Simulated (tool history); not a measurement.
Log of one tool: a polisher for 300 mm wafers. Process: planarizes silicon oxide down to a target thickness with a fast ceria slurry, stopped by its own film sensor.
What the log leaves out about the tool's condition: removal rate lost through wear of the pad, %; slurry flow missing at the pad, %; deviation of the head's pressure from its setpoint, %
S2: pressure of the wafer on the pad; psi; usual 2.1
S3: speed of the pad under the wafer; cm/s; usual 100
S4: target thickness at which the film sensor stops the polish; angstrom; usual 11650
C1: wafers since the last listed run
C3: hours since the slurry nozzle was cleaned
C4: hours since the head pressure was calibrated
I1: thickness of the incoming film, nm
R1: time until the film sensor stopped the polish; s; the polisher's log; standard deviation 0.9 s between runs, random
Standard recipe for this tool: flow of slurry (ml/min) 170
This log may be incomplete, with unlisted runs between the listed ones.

run 1 hour=0.0 | flow_of_slurry_(ml/min)=170 S2=2.1 S3=90 S4=11650 | C1=0 wafers_polished_on_this_pad=2175 C3=215.6 C4=136.8 | I1=1945.6 | R1=77.4
run 2 hour=86.3 | flow_of_slurry_(ml/min)=170 S2=2.1 S3=90 S4=11650 | C1=1048 wafers_polished_on_this_pad=3224 C3=301.9 C4=223.1 | I1=1932.4 | R1=78.5
-- hour=132.2 worn pad replaced by a new one
run 3 hour=140.3 | flow_of_slurry_(ml/min)=170 S2=2.1 S3=90 S4=11650 | C1=607 wafers_polished_on_this_pad=98 C3=355.9 C4=277.1 | I1=1931.8 | R1=77.6
run 4 hour=218.3 | flow_of_slurry_(ml/min)=170 S2=2.1 S3=78 S4=11650 | C1=947 wafers_polished_on_this_pad=1045 C3=433.9 C4=355.1 | I1=1990.5 | R1=96.6
run 5 hour=317.5 | flow_of_slurry_(ml/min)=170 S2=2.1 S3=100 S4=11650 | C1=1205 wafers_polished_on_this_pad=2251 C3=533.1 C4=454.3 | I1=1946.9 | R1=71.2
run 6 hour=363.7 | flow_of_slurry_(ml/min)=170 S2=2.1 S3=100 S4=11650 | C1=561 wafers_polished_on_this_pad=2812 C3=579.3 C4=500.5 | I1=1969.4 | R1=74.0
-- hour=420.6 worn pad replaced by a new one
run 7 hour=421.1 | flow_of_slurry_(ml/min)=170 S2=2.1 S3=100 S4=11650 | C1=648 wafers_polished_on_this_pad=6 C3=636.7 C4=557.9 | I1=1930.1 | R1=68.9
run 8 hour=473.8 | flow_of_slurry_(ml/min)=170 S2=2.1 S3=100 S4=11650 | C1=640 wafers_polished_on_this_pad=646 C3=689.4 C4=610.6 | I1=1950.9 | R1=72.0
run 9 hour=556.9 | flow_of_slurry_(ml/min)=170 S2=2.1 S3=100 S4=11650 | C1=1009 wafers_polished_on_this_pad=1656 C3=772.5 C4=693.7 | I1=1958.7 | R1=72.9
-- hour=565.5 slurry nozzle cleaned
run 10 hour=653.9 | flow_of_slurry_(ml/min)=170 S2=2.1 S3=100 S4=11650 | C1=1166 wafers_polished_on_this_pad=2822 C3=88.4 C4=790.7 | I1=1964.8 | R1=72.6
run 11 hour=690.2 | flow_of_slurry_(ml/min)=170 S2=2.6 S3=100 S4=10820 | C1=441 wafers_polished_on_this_pad=3264 C3=124.7 C4=827.0 | I1=1954.6 | R1=66.9
-- hour=709.3 worn pad replaced by a new one
run 12 hour=796.7 | flow_of_slurry_(ml/min)=170 S2=2.6 S3=100 S4=14050 | C1=1245 wafers_polished_on_this_pad=1061 C3=231.2 C4=933.5 | I1=1933.8 | R1=41.5
run 13 hour=837.0 | flow_of_slurry_(ml/min)=205 S2=1.4 S3=76 S4=11650 | C1=489 wafers_polished_on_this_pad=1551 C3=271.5 C4=973.8 | I1=1960.4 | R1=124.5
run 14 hour=1049.8 | flow_of_slurry_(ml/min)=170 S2=2.1 S3=100 S4=10330 | C1=2585 wafers_polished_on_this_pad=4137 C3=484.3 C4=1186.6 | I1=1964.8 | R1=86.1
-- hour=1055.0 worn pad replaced by a new one
run 15 hour=1157.4 | flow_of_slurry_(ml/min)=170 S2=2.1 S3=100 S4=11650 | C1=1258 wafers_polished_on_this_pad=1244 C3=591.9 C4=1294.2 | I1=1960.9 | R1=72.6
run 16 hour=1217.8 | flow_of_slurry_(ml/min)=170 S2=2.1 S3=136 S4=11650 | C1=733 wafers_polished_on_this_pad=1978 C3=652.3 C4=1354.6 | I1=1961.1 | R1=52.1

What will run 17 give?
-- hour=1221.2 head pressure recalibrated
run 17 hour=1290.3 | flow_of_slurry_(ml/min)=170 S2=2.1 S3=100 S4=11650 | C1=856 wafers_polished_on_this_pad=2835 C3=724.8 C4=69.1 | I1=1932.8 | R1=?

Run 17 yielded R1 69.5 s.
Had the tool carried no hidden state, the very same run would have given R1 69.5 s.

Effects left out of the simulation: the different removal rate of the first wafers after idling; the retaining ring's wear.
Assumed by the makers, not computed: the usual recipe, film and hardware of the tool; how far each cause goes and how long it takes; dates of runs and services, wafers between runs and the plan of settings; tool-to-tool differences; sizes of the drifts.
